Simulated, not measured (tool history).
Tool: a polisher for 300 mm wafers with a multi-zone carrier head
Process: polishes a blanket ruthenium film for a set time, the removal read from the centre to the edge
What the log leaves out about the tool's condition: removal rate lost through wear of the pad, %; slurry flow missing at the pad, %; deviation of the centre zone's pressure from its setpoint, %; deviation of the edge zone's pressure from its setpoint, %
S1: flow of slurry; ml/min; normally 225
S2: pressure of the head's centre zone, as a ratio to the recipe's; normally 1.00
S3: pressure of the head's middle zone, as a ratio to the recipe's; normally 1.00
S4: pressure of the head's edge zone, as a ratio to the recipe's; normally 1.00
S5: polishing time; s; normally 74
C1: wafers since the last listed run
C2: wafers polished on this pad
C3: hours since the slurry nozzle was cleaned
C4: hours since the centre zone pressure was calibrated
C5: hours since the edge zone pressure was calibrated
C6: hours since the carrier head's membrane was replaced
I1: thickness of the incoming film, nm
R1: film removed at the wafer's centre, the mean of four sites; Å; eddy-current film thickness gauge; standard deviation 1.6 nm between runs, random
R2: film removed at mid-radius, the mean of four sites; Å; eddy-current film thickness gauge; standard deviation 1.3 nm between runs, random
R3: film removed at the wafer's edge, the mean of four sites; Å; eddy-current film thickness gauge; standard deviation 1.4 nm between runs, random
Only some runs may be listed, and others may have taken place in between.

run 1 day=0.000 | S1=225 S2=1.00 S3=1.00 S4=1.00 S5=74 | C1=0 C2=1448 C3=83.7 C4=209.1 C5=905.3 C6=634.9 | I1=523.6 | R1=1145 R2=1084 R3=1108
-- day=1.071 worn pad replaced by a new one
run 2 day=1.362 | S1=225 S2=1.00 S3=1.00 S4=0.96 S5=74 | C1=206 C2=50 C3=116.4 C4=241.8 C5=938.0 C6=667.6 | I1=520.5 | R1=1150 R2=1095 R3=1100
run 3 day=2.054 | S1=225 S2=1.00 S3=1.00 S4=1.00 S5=74 | C1=119 C2=169 C3=133.0 C4=258.4 C5=954.6 C6=684.2 | I1=528.4 | R1=1132 R2=1078 R3=1147
run 4 day=3.358 | S1=170 S2=1.00 S3=0.92 S4=0.96 S5=51 | C1=224 C2=393 C3=164.3 C4=289.7 C5=985.9 C6=715.5 | I1=532.7 | R1=756 R2=665 R3=746
run 5 day=4.096 | S1=305 S2=1.00 S3=1.00 S4=1.00 S5=74 | C1=127 C2=521 C3=182.0 C4=307.4 C5=1003.6 C6=733.2 | I1=536.6 | R1=1207 R2=1101 R3=1153
run 6 day=4.808 | S1=225 S2=1.00 S3=1.00 S4=0.94 S5=74 | C1=122 C2=643 C3=199.1 C4=324.5 C5=1020.7 C6=750.3 | I1=538.7 | R1=1158 R2=1068 R3=1091
run 7 day=5.679 | S1=225 S2=1.00 S3=1.00 S4=1.00 S5=74 | C1=150 C2=793 C3=220.0 C4=345.4 C5=1041.6 C6=771.2 | I1=528.7 | R1=1131 R2=1076 R3=1113
run 8 day=6.421 | S1=225 S2=1.00 S3=1.00 S4=0.95 S5=74 | C1=127 C2=921 C3=237.8 C4=363.2 C5=1059.4 C6=789.0 | I1=519.8 | R1=1144 R2=1062 R3=1105
-- day=7.008 carrier head's membrane replaced by a new one
run 9 day=7.025 | S1=225 S2=1.00 S3=1.00 S4=1.00 S5=74 | C1=68 C2=989 C3=252.3 C4=377.7 C5=1073.9 C6=0.4 | I1=537.8 | R1=1142 R2=1063 R3=1132
-- day=7.812 edge zone pressure recalibrated
run 10 day=7.833 | S1=255 S2=0.93 S3=1.08 S4=1.00 S5=74 | C1=124 C2=1114 C3=271.7 C4=397.1 C5=0.5 C6=19.8 | I1=538.8 | R1=1039 R2=1156 R3=1125
run 11 day=8.283 | S1=225 S2=1.00 S3=0.95 S4=1.00 S5=74 | C1=77 C2=1192 C3=282.5 C4=407.9 C5=11.3 C6=30.6 | I1=533.7 | R1=1130 R2=1013 R3=1117
-- day=9.367 worn pad replaced by a new one
run 12 day=9.388 | S1=225 S2=1.00 S3=1.00 S4=1.00 S5=74 | C1=161 C2=3 C3=309.0 C4=434.4 C5=37.8 C6=57.1 | I1=526.7 | R1=1146 R2=1056 R3=1105
run 13 day=9.967 | S1=225 S2=1.08 S3=0.95 S4=1.06 S5=74 | C1=99 C2=103 C3=322.9 C4=448.3 C5=51.7 C6=71.0 | I1=530.9 | R1=1202 R2=1015 R3=1149
run 14 day=11.183 | S1=250 S2=1.12 S3=1.00 S4=1.00 S5=74 | C1=209 C2=313 C3=352.1 C4=477.5 C5=80.9 C6=100.2 | I1=524.0 | R1=1300 R2=1085 R3=1123
run 15 day=11.958 | S1=225 S2=1.00 S3=1.00 S4=1.00 S5=74 | C1=133 C2=446 C3=370.7 C4=496.1 C5=99.5 C6=118.8 | I1=530.2 | R1=1108 R2=1071 R3=1131
run 16 day=13.150 | S1=225 S2=1.00 S3=1.00 S4=1.06 S5=74 | C1=205 C2=651 C3=399.3 C4=524.7 C5=128.1 C6=147.4 | I1=526.8 | R1=1127 R2=1077 R3=1125

Estimate the outcome of run 17 from the log above:
run 17 day=14.350 | S1=225 S2=1.00 S3=1.00 S4=1.00 S5=74 | C1=206 C2=858 C3=428.1 C4=553.5 C5=156.9 C6=176.2 | I1=524.5 | R1=? R2=? R3=?

Run 17 came out at R1 1098 Å, R2 1074 Å, R3 1107 Å.
The same run, on a tool lacking any hidden state, would have yielded R1 1113 Å, R2 1074 Å, R3 1107 Å.

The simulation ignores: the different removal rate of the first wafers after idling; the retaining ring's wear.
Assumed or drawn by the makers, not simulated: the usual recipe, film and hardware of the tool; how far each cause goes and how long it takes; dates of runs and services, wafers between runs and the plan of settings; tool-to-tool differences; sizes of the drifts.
